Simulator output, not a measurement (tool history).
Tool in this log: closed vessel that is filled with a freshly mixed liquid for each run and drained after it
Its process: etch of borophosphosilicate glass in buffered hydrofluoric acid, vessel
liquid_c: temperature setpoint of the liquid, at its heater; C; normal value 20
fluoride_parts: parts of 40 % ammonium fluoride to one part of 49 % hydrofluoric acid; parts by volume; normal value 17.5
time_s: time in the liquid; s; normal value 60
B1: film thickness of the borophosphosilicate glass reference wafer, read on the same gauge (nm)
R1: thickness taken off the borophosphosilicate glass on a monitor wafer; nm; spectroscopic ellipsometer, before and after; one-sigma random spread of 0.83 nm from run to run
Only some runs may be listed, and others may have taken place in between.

{"run": 1, "hour": 0.0, "liquid_c": 20, "fluoride_parts": 17.5, "time_s": 60, "B1": 110, "R1": 96.16}
{"run": 2, "hour": 27.8, "liquid_c": 20, "fluoride_parts": 17.5, "time_s": 60, "B1": 110.02, "R1": 95.36}
{"run": 3, "hour": 40.7, "liquid_c": 20, "fluoride_parts": 17.5, "time_s": 60, "B1": 110, "R1": 94.57}
{"run": 4, "hour": 66.1, "liquid_c": 20, "fluoride_parts": 17.5, "time_s": 60, "B1": 110, "R1": 94.94}
{"run": 5, "hour": 93.4, "liquid_c": 20, "fluoride_parts": 17.5, "time_s": 60, "B1": 109.97, "R1": 94.74}
{"run": 6, "hour": 117.8, "liquid_c": 20, "fluoride_parts": 17.5, "time_s": 40, "B1": 109.99, "R1": 62.83}
{"run": 7, "hour": 146.3, "liquid_c": 20, "fluoride_parts": 17.5, "time_s": 60, "B1": 110, "R1": 93.79}
{"hour": 163.6, "done": "thermometer replaced"}
{"run": 8, "hour": 181.5, "liquid_c": 18.5, "fluoride_parts": 11.5, "time_s": 40, "B1": 109.99, "R1": 89.28}
{"run": 9, "hour": 201.6, "liquid_c": 23.5, "fluoride_parts": 17.5, "time_s": 60, "B1": 109.99, "R1": 117.84}
{"run": 10, "hour": 220.8, "liquid_c": 18, "fluoride_parts": 24.5, "time_s": 60, "B1": 109.98, "R1": 66.49}
{"run": 11, "hour": 236.7, "liquid_c": 20, "fluoride_parts": 17.5, "time_s": 60, "B1": 110.03, "R1": 98.03}
{"hour": 248.8, "done": "hydrofluoric acid flow meter replaced"}
{"run": 12, "hour": 270.0, "liquid_c": 23.5, "fluoride_parts": 24, "time_s": 90, "B1": 110.02, "R1": 134.48}
{"run": 13, "hour": 297.5, "liquid_c": 18, "fluoride_parts": 19.5, "time_s": 40, "B1": 110.01, "R1": 51.24}
{"run": 14, "hour": 319.6, "liquid_c": 20, "fluoride_parts": 17.5, "time_s": 45, "B1": 110, "R1": 72.7}
{"hour": 339.7, "done": "gauge calibrated"}
{"run": 15, "hour": 345.9, "liquid_c": 23.5, "fluoride_parts": 21, "time_s": 30, "B1": 110.01, "R1": 48.97}
{"run": 16, "hour": 374.4, "liquid_c": 20, "fluoride_parts": 17.5, "time_s": 60, "B1": 110, "R1": 95.85}
{"run": 17, "hour": 407.3, "liquid_c": 20, "fluoride_parts": 17.5, "time_s": 60, "B1": 110, "R1": 96.56}
{"run": 18, "hour": 433.1, "liquid_c": 20, "fluoride_parts": 17.5, "time_s": 60, "B1": 110.01, "R1": 97.62}
{"run": 19, "hour": 447.1, "liquid_c": 18.5, "fluoride_parts": 15.5, "time_s": 45, "B1": 109.98, "R1": 74.99}
{"run": 20, "hour": 480.6, "liquid_c": 20, "fluoride_parts": 17.5, "time_s": 60, "B1": 109.98, "R1": 97.96}
{"run": 21, "hour": 508.6, "liquid_c": 17, "fluoride_parts": 17.5, "time_s": 40, "B1": 110.03, "R1": 53.1}
{"run": 22, "hour": 542.1, "liquid_c": 22.5, "fluoride_parts": 13.5, "time_s": 35, "B1": 109.99, "R1": 81.64}
{"run": 23, "hour": 569.4, "liquid_c": 17, "fluoride_parts": 23.5, "time_s": 60, "B1": 109.98, "R1": 62.69}
{"run": 24, "hour": 604.6, "liquid_c": 20, "fluoride_parts": 20, "time_s": 60, "B1": 109.98, "R1": 85.15}
{"run": 25, "hour": 634.4, "liquid_c": 20, "fluoride_parts": 12.5, "time_s": 90, "B1": 109.99, "R1": 197.78}
{"run": 26, "hour": 660.9, "liquid_c": 24, "fluoride_parts": 12.5, "time_s": 35, "B1": 110, "R1": 95.89}
{"run": 27, "hour": 691.3, "liquid_c": 17, "fluoride_parts": 20, "time_s": 40, "B1": 109.99, "R1": 47.32}
{"run": 28, "hour": 707.6, "liquid_c": 17, "fluoride_parts": 21.5, "time_s": 40, "B1": 110, "R1": 44.39}
{"run": 29, "hour": 724.5, "liquid_c": 17, "fluoride_parts": 21.5, "time_s": 70, "B1": 110.02, "R1": 78.85}
{"run": 30, "hour": 748.7, "liquid_c": 20, "fluoride_parts": 13.5, "time_s": 70, "B1": 109.99, "R1": 142.45}

5 ways to go on from here, each from the tool as it stands after run 30. What would each give?
{"run": "A", "hour": 749.4, "liquid_c": 22, "fluoride_parts": 17.5, "time_s": 60, "B1": "?", "R1": "?"}
{"run": "B", "hour": 749.4, "liquid_c": 20, "fluoride_parts": 22.5, "time_s": 60, "B1": "?", "R1": "?"}
{"run": "C", "hour": 749.4, "liquid_c": 20, "fluoride_parts": 13.5, "time_s": 85, "B1": "?", "R1": "?"}
{"run": "D", "hour": 749.4, "liquid_c": 21.5, "fluoride_parts": 13.5, "time_s": 75, "B1": "?", "R1": "?"}
{"run": "E", "hour": 749.4, "liquid_c": 20, "fluoride_parts": 24, "time_s": 60, "B1": "?", "R1": "?"}

run=A B1=109.99 R1=104.74
run=B B1=109.99 R1=75.69
run=C B1=109.99 R1=171.7
run=D B1=109.99 R1=164.62
run=E B1=109.99 R1=72.38
What these runs would have given with no unlogged condition in the tool:
run=A R1=108.97
run=B R1=78.79
run=C R1=178.7
run=D R1=171.27
run=E R1=75.34
